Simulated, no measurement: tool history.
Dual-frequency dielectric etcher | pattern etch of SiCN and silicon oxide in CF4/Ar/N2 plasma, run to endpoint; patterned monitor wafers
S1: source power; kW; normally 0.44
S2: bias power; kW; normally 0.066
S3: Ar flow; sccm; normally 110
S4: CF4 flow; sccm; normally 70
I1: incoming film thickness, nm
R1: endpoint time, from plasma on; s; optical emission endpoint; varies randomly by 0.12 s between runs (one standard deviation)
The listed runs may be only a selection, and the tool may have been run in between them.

run 1 hour=0 | S1=0.51 S2=0.066 S3=110 S4=70 | I1=15.4 | R1=16.7
run 2 hour=51.6 | S1=0.44 S2=0.066 S3=110 S4=70 | I1=15.36 | R1=18.4
run 3 hour=85.4 | S1=0.44 S2=0.066 S3=110 S4=70 | I1=15.46 | R1=18.4
run 4 hour=126.2 | S1=0.44 S2=0.066 S3=110 S4=70 | I1=15.26 | R1=17.7
run 5 hour=165.4 | S1=0.44 S2=0.066 S3=110 S4=70 | I1=15.39 | R1=18.1
run 6 hour=221.2 | S1=0.44 S2=0.066 S3=110 S4=70 | I1=15.35 | R1=17.9
run 7 hour=252.4 | S1=0.38 S2=0.066 S3=110 S4=70 | I1=15.52 | R1=19.8
run 8 hour=301.3 | S1=0.38 S2=0.066 S3=110 S4=70 | I1=15.41 | R1=19.7
-- hour=342.5 wet clean of the chamber
run 9 hour=345 | S1=0.38 S2=0.066 S3=110 S4=70 | I1=15.32 | R1=21.9
run 10 hour=406.8 | S1=0.44 S2=0.066 S3=110 S4=70 | I1=15.51 | R1=20
-- hour=441.9 upper electrode replaced
-- hour=444.3 source power generator calibrated
-- hour=446 CF4 flow controller replaced
run 11 hour=446.5 | S1=0.44 S2=0.066 S3=110 S4=70 | I1=15.5 | R1=20
-- hour=467 Ar flow controller replaced
run 12 hour=475.9 | S1=0.44 S2=0.079 S3=110 S4=70 | I1=15.51 | R1=18.8
-- hour=539.2 wet clean of the chamber, repeated, since the last time left the tool worse
run 13 hour=539.7 | S1=0.33 S2=0.066 S3=134 S4=70 | I1=15.37 | R1=23
run 14 hour=546.8 | S1=0.44 S2=0.066 S3=95 S4=70 | I1=15.53 | R1=18.5
-- hour=551.1 bias power generator calibrated
run 15 hour=606.4 | S1=0.52 S2=0.06 S3=110 S4=70 | I1=15.48 | R1=17.5
run 16 hour=654.5 | S1=0.36 S2=0.06 S3=110 S4=78 | I1=15.49 | R1=21.8
run 17 hour=710.5 | S1=0.37 S2=0.076 S3=93 S4=80 | I1=15.41 | R1=18.7
run 18 hour=750.3 | S1=0.36 S2=0.06 S3=110 S4=78 | I1=15.27 | R1=21.2
run 19 hour=813.7 | S1=0.44 S2=0.066 S3=110 S4=70 | I1=15.41 | R1=18.6
run 20 hour=876.2 | S1=0.44 S2=0.066 S3=110 S4=70 | I1=15.29 | R1=18
-- hour=1042.5 wet clean of the chamber
run 21 hour=1050.8 | S1=0.44 S2=0.066 S3=110 S4=70 | I1=15.48 | R1=19.1
run 22 hour=1091.6 | S1=0.34 S2=0.071 S3=118 S4=83 | I1=15.31 | R1=21.1

The logged runs with the hidden state left out (each run's random variation unchanged):
Hidden state present: etch rate over this chamber's usual, %; source power that arrives over what is set, %; bias power that arrives over what is set, %; Ar flow that arrives over what is set, %; CF4 flow that arrives over what is set, %.
run=1 R1=17
run=2 R1=18.8
run=3 R1=18.9
run=4 R1=18.2
run=5 R1=18.7
run=6 R1=18.6
run=7 R1=20.6
run=8 R1=20.6
run=9 R1=20.4
run=10 R1=18.7
run=11 R1=18.8
run=12 R1=17.7
run=13 R1=23
run=14 R1=18.5
run=15 R1=17.6
run=16 R1=22.1
run=17 R1=19
run=18 R1=21.6
run=19 R1=19
run=20 R1=18.5
run=21 R1=19
run=22 R1=21.2
